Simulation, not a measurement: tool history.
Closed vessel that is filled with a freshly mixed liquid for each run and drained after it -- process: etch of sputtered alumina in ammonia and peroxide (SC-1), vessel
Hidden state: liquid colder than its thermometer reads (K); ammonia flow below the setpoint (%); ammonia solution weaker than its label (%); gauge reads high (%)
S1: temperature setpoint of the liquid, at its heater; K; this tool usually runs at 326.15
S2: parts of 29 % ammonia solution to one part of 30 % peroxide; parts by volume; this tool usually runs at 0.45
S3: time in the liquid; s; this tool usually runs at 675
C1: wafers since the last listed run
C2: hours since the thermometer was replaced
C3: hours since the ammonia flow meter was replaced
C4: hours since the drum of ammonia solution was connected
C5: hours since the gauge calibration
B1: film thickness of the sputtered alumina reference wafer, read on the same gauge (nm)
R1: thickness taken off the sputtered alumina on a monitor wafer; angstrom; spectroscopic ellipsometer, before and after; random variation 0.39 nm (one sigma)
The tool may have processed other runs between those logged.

Run 1, hour 0: usual settings; C1 0; C2 2300.5; C3 639.4; C4 778.2; C5 188.3; B1 79.98. Result: R1 422.4 angstrom.
Run 2, hour 15.2: usual settings; C1 1136; C2 2315.7; C3 654.6; C4 793.4; C5 203.5; B1 79.96. Result: R1 430.4 angstrom.
Run 3, hour 43.8: usual settings; C1 2139; C2 2344.3; C3 683.2; C4 822; C5 232.1; B1 80. Result: R1 424.7 angstrom.
Run 4, hour 71.7: usual settings but S2 0.4 parts by volume; C1 2086; C2 2372.2; C3 711.1; C4 849.9; C5 260; B1 80. Result: R1 416 angstrom.
Run 5, hour 89.1: usual settings but S2 0.4 parts by volume; C1 1301; C2 2389.6; C3 728.5; C4 867.3; C5 277.4; B1 80.01. Result: R1 416.9 angstrom.
Run 6, hour 120.4: usual settings; C1 2340; C2 2420.9; C3 759.8; C4 898.6; C5 308.7; B1 79.99. Result: R1 422.2 angstrom.
At hour 166.3: new drum of ammonia solution connected.
Run 7, hour 189.9: usual settings; C1 5123; C2 2490.4; C3 829.3; C4 23.6; C5 378.2; B1 80. Result: R1 423.4 angstrom.
Run 8, hour 224.5: usual settings but S1 322.65 K, S3 400 s; C1 2587; C2 2525; C3 863.9; C4 58.2; C5 412.8; B1 79.96. Result: R1 208 angstrom.
At hour 226.9: gauge calibrated.
Run 9, hour 242.8: usual settings but S1 322.65 K, S3 400 s; C1 1368; C2 2543.3; C3 882.2; C4 76.5; C5 15.9; B1 79.98. Result: R1 206.3 angstrom.
At hour 245.6: ammonia flow meter replaced.
Run 10, hour 255.9: usual settings but S1 333.15 K, S3 800 s; C1 904; C2 2556.4; C3 10.3; C4 89.6; C5 29; B1 79.98. Result: R1 729.8 angstrom.
Run 11, hour 286.9: usual settings but S3 480 s; C1 2318; C2 2587.4; C3 41.3; C4 120.6; C5 60; B1 80.01. Result: R1 300.3 angstrom.
Run 12, hour 303: usual settings but S2 0.6 parts by volume; C1 1204; C2 2603.5; C3 57.4; C4 136.7; C5 76.1; B1 79.98. Result: R1 440.8 angstrom.
Run 13, hour 333.4: usual settings but S3 295 s; C1 2273; C2 2633.9; C3 87.8; C4 167.1; C5 106.5; B1 80.03. Result: R1 185.2 angstrom.
At hour 351.5: thermometer replaced.
Run 14, hour 352: usual settings but S3 295 s; C1 1316; C2 0.5; C3 106.4; C4 185.7; C5 125.1; B1 79.98. Result: R1 183.9 angstrom.
Run 15, hour 384.4: usual settings but S1 335.15 K, S2 0.55 parts by volume, S3 1080 s; C1 2423; C2 32.9; C3 138.8; C4 218.1; C5 157.5; B1 80.02. Result: R1 1102.6 angstrom.
Run 16, hour 398.5: usual settings but S3 545 s; C1 1054; C2 47; C3 152.9; C4 232.2; C5 171.6; B1 79.98. Result: R1 344.5 angstrom.
Run 17, hour 431.3: usual settings but S3 1060 s; C1 2453; C2 79.8; C3 185.7; C4 265; C5 204.4; B1 79.99. Result: R1 661.2 angstrom.
Run 18, hour 451: usual settings but S2 0.3 parts by volume; C1 1473; C2 99.5; C3 205.4; C4 284.7; C5 224.1; B1 80. Result: R1 411.1 angstrom.

Here are 5 independent what-if runs from the current tool condition. What would each one return?
Run A, hour 451.8: usual settings but S3 450 s; C1 59; C2 100.3; C3 206.2; C4 285.5; C5 224.9; B1 ?. Result: R1 ?.
Run B, hour 451.8: usual settings but S1 321.15 K, S2 0.3 parts by volume, S3 345 s; C1 59; C2 100.3; C3 206.2; C4 285.5; C5 224.9; B1 ?. Result: R1 ?.
Run C, hour 451.8: usual settings but S1 335.15 K, S3 890 s; C1 59; C2 100.3; C3 206.2; C4 285.5; C5 224.9; B1 ?. Result: R1 ?.
Run D, hour 451.8: usual settings but S2 0.3 parts by volume, S3 860 s; C1 59; C2 100.3; C3 206.2; C4 285.5; C5 224.9; B1 ?. Result: R1 ?.
Run E, hour 451.8: usual settings but S1 329.15 K, S2 0.6 parts by volume, S3 390 s; C1 59; C2 100.3; C3 206.2; C4 285.5; C5 224.9; B1 ?. Result: R1 ?.

run     B1     R1
  A  79.98  283.2
  B  79.98  158.8
  C  79.98  896.3
  D  79.98  520.7
  E  79.98  295.9
Without the tool's hidden state the same runs would have given:
run     R1
  A  283.2
  B  158.8
  C  896.3
  D  520.7
  E  295.9
